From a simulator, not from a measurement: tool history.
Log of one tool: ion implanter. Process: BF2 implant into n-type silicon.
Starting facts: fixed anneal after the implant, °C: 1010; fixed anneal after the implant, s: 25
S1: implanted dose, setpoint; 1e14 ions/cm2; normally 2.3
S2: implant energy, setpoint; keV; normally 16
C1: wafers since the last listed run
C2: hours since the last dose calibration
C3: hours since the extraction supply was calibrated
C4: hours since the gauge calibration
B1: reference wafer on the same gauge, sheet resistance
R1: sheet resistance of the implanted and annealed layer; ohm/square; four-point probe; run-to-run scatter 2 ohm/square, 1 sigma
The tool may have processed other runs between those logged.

run,hour,S1,S2,C1,C2,C3,C4,B1,R1
1,0,2.3,16,0,1658.2,1637,91.7,550.78,445.37
2,43,2.3,16,596,1701.2,1680,134.7,551.13,439.95
# hour 115.8: Faraday cup replaced and dose calibrated
3,136.9,2.3,16,1192,21.1,1773.9,228.6,551.04,460.15
4,193.4,2.3,14,784,77.6,1830.4,285.1,550.94,460.81
5,236.6,2.3,14,599,120.8,1873.6,328.3,550.52,465.35
6,318.6,2.3,14,1138,202.8,1955.6,410.3,551,467.3
7,430.5,2.3,16,1553,314.7,2067.5,522.2,550.71,457.2
8,494.7,2.3,16,891,378.9,2131.7,586.4,550.8,458.38
9,568.1,2.3,16,1018,452.3,2205.1,659.8,551.44,459.19
10,669.1,2.3,16,1401,553.3,2306.1,760.8,551.06,456.22
11,714.4,2.3,19,628,598.6,2351.4,806.1,550.98,448.98
12,785.1,2.3,16,981,669.3,2422.1,876.8,551.23,455.2
# hour 846.7: extraction supply calibrated
13,851.9,2.3,16,816,736.1,5.2,943.6,550.39,453.13
14,954.9,2.3,16,1429,839.1,108.2,1046.6,550.79,452.21
15,1026.9,2.3,16,999,911.1,180.2,1118.6,551,448.99
16,1081.4,2.69,16,756,965.6,234.7,1173.1,551.17,395.16
17,1118.7,2.3,16,517,1002.9,272,1210.4,550.92,452.38
18,1175.9,1.99,20.5,793,1060.1,329.2,1267.6,550.9,500.41
19,1217.7,2.63,13,580,1101.9,371,1309.4,551.33,416.07
20,1292.4,2.03,12,1036,1176.6,445.7,1384.1,551.18,519.79
21,1333.2,2.3,16,566,1217.4,486.5,1424.9,551.29,448.63
22,1409.6,1.93,16,1060,1293.8,562.9,1501.3,550.85,524.44
23,1461.6,1.68,14.5,721,1345.8,614.9,1553.3,551.44,595.05
24,1538.1,2.53,12.5,1061,1422.3,691.4,1629.8,550.97,423.76
25,1598.6,2.3,20.5,839,1482.8,751.9,1690.3,551.54,435.7
26,1687.8,2.3,16,1238,1572,841.1,1779.5,551.04,446.47
27,1730.7,2.3,11,595,1614.9,884,1822.4,550.89,467.43
28,1772,2.3,16,573,1656.2,925.3,1863.7,551.47,440.51
# hour 1803.3: gauge calibrated
# hour 1815.5: Faraday cup replaced and dose calibrated
29,1877.7,1.67,11.5,1356,62.2,1031,74.4,551.15,633.43
30,1983.4,2.3,10.5,1467,167.9,1136.7,180.1,550.76,482.43
31,2023.8,1.71,16,560,208.3,1177.1,220.5,551.67,590.94
32,2116.7,1.82,11.5,1289,301.2,1270,313.4,551.24,580.09
33,2159.1,2.3,16,588,343.6,1312.4,355.8,551.11,458.3
34,2225.1,1.9,16,916,409.6,1378.4,421.8,551.31,538.63
35,2299.4,1.67,19.5,1031,483.9,1452.7,496.1,550.6,591.73
36,2384.2,2.3,16,1177,568.7,1537.5,580.9,550.91,455.21
37,2487.4,2.63,18.5,1432,671.9,1640.7,684.1,550.96,399.03
38,2553.4,2.84,19.5,916,737.9,1706.7,750.1,550.65,372.07

Forecast each of these 3 alternatives for the next run:
A,2553.8,2.3,16,5,738.3,1707.1,750.5,?,?
B,2553.8,1.69,16,5,738.3,1707.1,750.5,?,?
C,2553.8,2.3,19.5,5,738.3,1707.1,750.5,?,?

run,B1,R1
A,551.48,455
B,551.48,594.6
C,551.48,446.15
Without the tool's hidden state the same runs would have given:
run,R1
A,460
B,601.34
C,451.07
